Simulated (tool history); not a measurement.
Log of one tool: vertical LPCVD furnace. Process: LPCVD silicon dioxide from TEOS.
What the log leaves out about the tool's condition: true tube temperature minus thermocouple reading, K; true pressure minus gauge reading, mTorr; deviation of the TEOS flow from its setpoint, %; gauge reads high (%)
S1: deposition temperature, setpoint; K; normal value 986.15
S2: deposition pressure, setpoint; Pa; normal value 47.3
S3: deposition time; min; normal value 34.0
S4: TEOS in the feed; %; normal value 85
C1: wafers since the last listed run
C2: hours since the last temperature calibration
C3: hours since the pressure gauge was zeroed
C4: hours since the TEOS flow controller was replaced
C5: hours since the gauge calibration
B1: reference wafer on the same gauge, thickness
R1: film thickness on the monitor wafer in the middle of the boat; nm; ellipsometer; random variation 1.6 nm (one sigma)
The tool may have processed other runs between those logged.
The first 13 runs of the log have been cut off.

run 14 hour=389.7 | S1=986.15 S2=47.3 S3=34.0 S4=85 | C1=354 C2=3067.9 C3=2562.7 C4=6164.4 C5=98.3 | B1=353.09 | R1=430.77
run 15 hour=406.9 | S1=977.15 S2=54.0 S3=30.5 S4=97 | C1=265 C2=3085.1 C3=2579.9 C4=6181.6 C5=115.5 | B1=353.10 | R1=359.11
-- hour=448.7 TEOS flow controller replaced
run 16 hour=449.2 | S1=986.15 S2=47.3 S3=34.0 S4=85 | C1=282 C2=3127.4 C3=2622.2 C4=0.5 C5=157.8 | B1=352.94 | R1=431.97
run 17 hour=452.9 | S1=991.15 S2=47.3 S3=39.5 S4=85 | C1=57 C2=3131.1 C3=2625.9 C4=4.2 C5=161.5 | B1=353.05 | R1=559.01
run 18 hour=469.8 | S1=996.15 S2=53.3 S3=29.0 S4=96 | C1=260 C2=3148.0 C3=2642.8 C4=21.1 C5=178.4 | B1=353.03 | R1=519.72
-- hour=497.7 thermocouples replaced and temperature profile calibrated
run 19 hour=498.2 | S1=996.15 S2=47.3 S3=20.5 S4=85 | C1=67 C2=0.5 C3=2671.2 C4=49.5 C5=206.8 | B1=353.03 | R1=300.14
run 20 hour=521.1 | S1=983.15 S2=47.3 S3=30.0 S4=75 | C1=352 C2=23.4 C3=2694.1 C4=72.4 C5=229.7 | B1=353.22 | R1=308.13
run 21 hour=533.9 | S1=986.15 S2=47.3 S3=34.0 S4=85 | C1=197 C2=36.2 C3=2706.9 C4=85.2 C5=242.5 | B1=353.08 | R1=401.63
-- hour=572.0 pressure gauge zeroed
run 22 hour=572.5 | S1=980.15 S2=51.3 S3=22.0 S4=90 | C1=225 C2=74.8 C3=0.5 C4=123.8 C5=281.1 | B1=352.95 | R1=242.22
run 23 hour=578.3 | S1=979.15 S2=39.3 S3=34.0 S4=85 | C1=89 C2=80.6 C3=6.3 C4=129.6 C5=286.9 | B1=353.20 | R1=310.47
run 24 hour=601.1 | S1=986.15 S2=39.3 S3=34.0 S4=85 | C1=351 C2=103.4 C3=29.1 C4=152.4 C5=309.7 | B1=352.88 | R1=362.78
run 25 hour=633.2 | S1=981.15 S2=47.3 S3=30.0 S4=85 | C1=494 C2=135.5 C3=61.2 C4=184.5 C5=341.8 | B1=353.17 | R1=313.72
run 26 hour=662.4 | S1=990.15 S2=53.3 S3=43.5 S4=85 | C1=450 C2=164.7 C3=90.4 C4=213.7 C5=371.0 | B1=353.05 | R1=595.72
run 27 hour=693.5 | S1=978.15 S2=39.3 S3=23.5 S4=76 | C1=479 C2=195.8 C3=121.5 C4=244.8 C5=402.1 | B1=352.85 | R1=197.78
run 28 hour=723.0 | S1=997.15 S2=54.7 S3=30.5 S4=93 | C1=454 C2=225.3 C3=151.0 C4=274.3 C5=431.6 | B1=353.28 | R1=516.26
run 29 hour=814.8 | S1=977.15 S2=47.3 S3=30.0 S4=85 | C1=1414 C2=317.1 C3=242.8 C4=366.1 C5=523.4 | B1=352.77 | R1=288.82
run 30 hour=832.8 | S1=986.15 S2=47.3 S3=34.0 S4=85 | C1=277 C2=335.1 C3=260.8 C4=384.1 C5=541.4 | B1=353.22 | R1=397.11
run 31 hour=865.1 | S1=986.15 S2=52.0 S3=34.0 S4=85 | C1=497 C2=367.4 C3=293.1 C4=416.4 C5=573.7 | B1=352.94 | R1=418.63

Forecast each of these 4 alternatives for the next run:
run A hour=868.9 | S1=986.15 S2=47.3 S3=26.0 S4=85 | C1=58 C2=371.2 C3=296.9 C4=420.2 C5=577.5 | B1=? | R1=?
run B hour=868.9 | S1=982.15 S2=47.3 S3=34.0 S4=85 | C1=58 C2=371.2 C3=296.9 C4=420.2 C5=577.5 | B1=? | R1=?
run C hour=868.9 | S1=986.15 S2=47.3 S3=22.5 S4=96 | C1=58 C2=371.2 C3=296.9 C4=420.2 C5=577.5 | B1=? | R1=?
run D hour=868.9 | S1=991.15 S2=47.3 S3=34.0 S4=73 | C1=58 C2=371.2 C3=296.9 C4=420.2 C5=577.5 | B1=? | R1=?

run=A B1=352.72 R1=306.20
run=B B1=352.72 R1=365.66
run=C B1=352.72 R1=281.60
run=D B1=352.72 R1=415.23
Stripped of hidden state, with their random variation kept, the same runs would have yielded:
run=A R1=300.16
run=B R1=358.40
run=C R1=276.05
run=D R1=407.13

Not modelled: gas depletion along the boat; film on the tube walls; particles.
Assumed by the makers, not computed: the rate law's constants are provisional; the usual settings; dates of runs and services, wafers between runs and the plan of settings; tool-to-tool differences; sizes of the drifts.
